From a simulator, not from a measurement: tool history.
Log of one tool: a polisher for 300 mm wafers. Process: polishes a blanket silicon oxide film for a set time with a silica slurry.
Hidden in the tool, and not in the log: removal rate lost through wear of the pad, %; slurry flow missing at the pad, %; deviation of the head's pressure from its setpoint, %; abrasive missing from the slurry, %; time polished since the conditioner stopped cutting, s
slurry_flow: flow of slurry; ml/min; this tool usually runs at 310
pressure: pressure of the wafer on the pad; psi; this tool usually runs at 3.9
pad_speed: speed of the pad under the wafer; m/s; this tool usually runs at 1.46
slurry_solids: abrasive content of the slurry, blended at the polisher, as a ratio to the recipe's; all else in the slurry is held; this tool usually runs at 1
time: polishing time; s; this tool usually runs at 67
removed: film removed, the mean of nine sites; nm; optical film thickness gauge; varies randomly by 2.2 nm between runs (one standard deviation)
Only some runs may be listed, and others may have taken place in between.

| run | hour | slurry_flow | pressure | pad_speed | slurry_solids | time | wafers since the last listed run | wafers polished on this pad | hours since the slurry nozzle was cleaned | hours since the head pressure was calibrated | hours since the slurry blender was calibrated | hours since the conditioning disc was replaced | incoming thickness of the incoming film, nm | removed |
|---|---|---|---|---|---|---|---|---|---|---|---|---|---|---|
| 1 | 0 | 310 | 3.9 | 1.46 | 1 | 81 | 0 | 323 | 338.8 | 379.1 | 152.8 | 332.4 | 1023.7 | 262.7 |
| 2 | 12.1 | 310 | 3.9 | 1.64 | 1 | 67 | 110 | 433 | 350.9 | 391.2 | 164.9 | 344.5 | 1046.3 | 233.2 |
| 3 | 28.1 | 310 | 3.9 | 1.46 | 1 | 67 | 146 | 580 | 366.9 | 407.2 | 180.9 | 360.5 | 1018.9 | 210.1 |
| 4 | 39.2 | 310 | 3.9 | 1.46 | 1 | 67 | 101 | 681 | 378 | 418.3 | 192 | 371.6 | 1014.9 | 211.9 |
|  | 47.4 | worn pad replaced by a new one |
| 5 | 54.9 | 310 | 3.5 | 1.46 | 1 | 67 | 106 | 68 | 393.7 | 434 | 207.7 | 387.3 | 1040.8 | 197.3 |
| 6 | 62.5 | 310 | 3.5 | 1.46 | 1 | 67 | 69 | 137 | 401.3 | 441.6 | 215.3 | 394.9 | 1039.1 | 195.1 |
| 7 | 73.1 | 310 | 2.9 | 1.46 | 1 | 67 | 96 | 234 | 411.9 | 452.2 | 225.9 | 405.5 | 1037.5 | 165.2 |
| 8 | 89.5 | 310 | 2.9 | 1.46 | 1 | 67 | 149 | 384 | 428.3 | 468.6 | 242.3 | 421.9 | 1021.8 | 166 |
| 9 | 101.7 | 310 | 3.9 | 1.46 | 1 | 67 | 111 | 496 | 440.5 | 480.8 | 254.5 | 434.1 | 1029.5 | 207.5 |
| 10 | 112.8 | 310 | 3.9 | 1.46 | 1 | 73 | 101 | 597 | 451.6 | 491.9 | 265.6 | 445.2 | 1024.4 | 226.3 |
| 11 | 119.9 | 310 | 3.9 | 1.46 | 1 | 67 | 64 | 662 | 458.7 | 499 | 272.7 | 452.3 | 1034.4 | 213.5 |
|  | 126.4 | worn pad replaced by a new one |
| 12 | 135.6 | 230 | 3.9 | 1.46 | 0.8 | 67 | 106 | 83 | 474.4 | 514.7 | 288.4 | 468 | 1017.4 | 169.3 |
| 13 | 142.2 | 310 | 3.9 | 1.46 | 1 | 67 | 60 | 144 | 481 | 521.3 | 295 | 474.6 | 1036.6 | 211.8 |
|  | 143.6 | slurry nozzle cleaned |
|  | 155.6 | head pressure recalibrated |
| 14 | 156.1 | 310 | 3.9 | 1.46 | 1 | 67 | 99 | 243 | 12.5 | 0.5 | 308.9 | 488.5 | 1022.1 | 221.5 |
| 15 | 164.1 | 380 | 3.2 | 1.46 | 1 | 45 | 73 | 316 | 20.5 | 8.5 | 316.9 | 496.5 | 1018.3 | 129.4 |
| 16 | 175.9 | 310 | 3.9 | 1.46 | 1 | 49 | 107 | 424 | 32.3 | 20.3 | 328.7 | 508.3 | 1022.5 | 165.3 |
| 17 | 193.3 | 310 | 3.9 | 1.46 | 1 | 67 | 158 | 583 | 49.7 | 37.7 | 346.1 | 525.7 | 1030.3 | 223.4 |
| 18 | 210.4 | 310 | 3.9 | 1.46 | 1 | 67 | 156 | 739 | 66.8 | 54.8 | 363.2 | 542.8 | 1035.1 | 217.7 |
|  | 214.6 | worn pad replaced by a new one |
|  | 219.8 | slurry blender recalibrated |
| 19 | 224 | 365 | 4.6 | 1.22 | 0.8 | 67 | 69 | 67 | 80.4 | 68.4 | 4.2 | 556.4 | 1027.1 | 195.3 |
|  | 228.3 | conditioning disc replaced and pad reconditioned |
| 20 | 237 | 310 | 3.9 | 1.94 | 1 | 67 | 100 | 168 | 93.4 | 81.4 | 17.2 | 8.7 | 1031.4 | 291.7 |
| 21 | 243.8 | 310 | 3.9 | 1.14 | 1 | 67 | 62 | 230 | 100.2 | 88.2 | 24 | 15.5 | 1042.5 | 198.5 |
| 22 | 251.6 | 385 | 3.9 | 1.46 | 1 | 67 | 71 | 301 | 108 | 96 | 31.8 | 23.3 | 1016.6 | 242.8 |
| 23 | 267.4 | 240 | 3.9 | 1.9 | 0.85 | 49 | 144 | 446 | 123.8 | 111.8 | 47.6 | 39.1 | 1031.2 | 179.8 |
| 24 | 279.3 | 310 | 3.9 | 1.46 | 1 | 67 | 108 | 555 | 135.7 | 123.7 | 59.5 | 51 | 1033.5 | 230.8 |
|  | 295.5 | worn pad replaced by a new one |
| 25 | 297.1 | 310 | 3.9 | 1.46 | 0.8 | 67 | 126 | 14 | 153.5 | 141.5 | 77.3 | 68.8 | 1045 | 201.1 |
| 26 | 309.1 | 390 | 2.9 | 0.96 | 0.85 | 67 | 109 | 124 | 165.5 | 153.5 | 89.3 | 80.8 | 1031.1 | 125.7 |

Entry by entry between the runs, the difference in hidden state between the last listed run before and the first listed run after:
Between runs 4 and 5: worn pad replaced by a new one (hour 47.4)
  slurry flow missing at the pad, %: 42.7 -> 43; time polished since the conditioner stopped cutting, s: 63.6 -> 66.1
  what was measured, less what the result would be without the hidden state, removed: -31.9 -> -29.2 nm
Between runs 11 and 12: worn pad replaced by a new one (hour 126.4)
  slurry flow missing at the pad, %: 44 -> 44.2; time polished since the conditioner stopped cutting, s: 76.2 -> 78.7
  what was measured, less what the result would be without the hidden state, removed: -36 -> -35 nm
Between runs 13 and 14: slurry nozzle cleaned (hour 143.6); head pressure recalibrated (hour 155.6)
  slurry flow missing at the pad, %: 44.3 -> 5.56; time polished since the conditioner stopped cutting, s: 79.7 -> 81.9
  what was measured, less what the result would be without the hidden state, removed: -36.7 -> -20.1 nm
Between runs 18 and 19: worn pad replaced by a new one (hour 214.6); slurry blender recalibrated (hour 219.8)
  slurry flow missing at the pad, %: 17.8 -> 20.2; time polished since the conditioner stopped cutting, s: 90.4 -> 92.5
  what was measured, less what the result would be without the hidden state, removed: -25.2 -> -22.9 nm
Between runs 19 and 20: conditioning disc replaced and pad reconditioned (hour 228.3)
  slurry flow missing at the pad, %: 20.2 -> 22.3; time polished since the conditioner stopped cutting, s: 92.5 -> 5.95
  what was measured, less what the result would be without the hidden state, removed: -22.9 -> -10.8 nm
Between runs 24 and 25: worn pad replaced by a new one (hour 295.5)
  slurry flow missing at the pad, %: 27.9 -> 29.8; time polished since the conditioner stopped cutting, s: 12.6 -> 15.4
  what was measured, less what the result would be without the hidden state, removed: -12.2 -> -12.1 nm

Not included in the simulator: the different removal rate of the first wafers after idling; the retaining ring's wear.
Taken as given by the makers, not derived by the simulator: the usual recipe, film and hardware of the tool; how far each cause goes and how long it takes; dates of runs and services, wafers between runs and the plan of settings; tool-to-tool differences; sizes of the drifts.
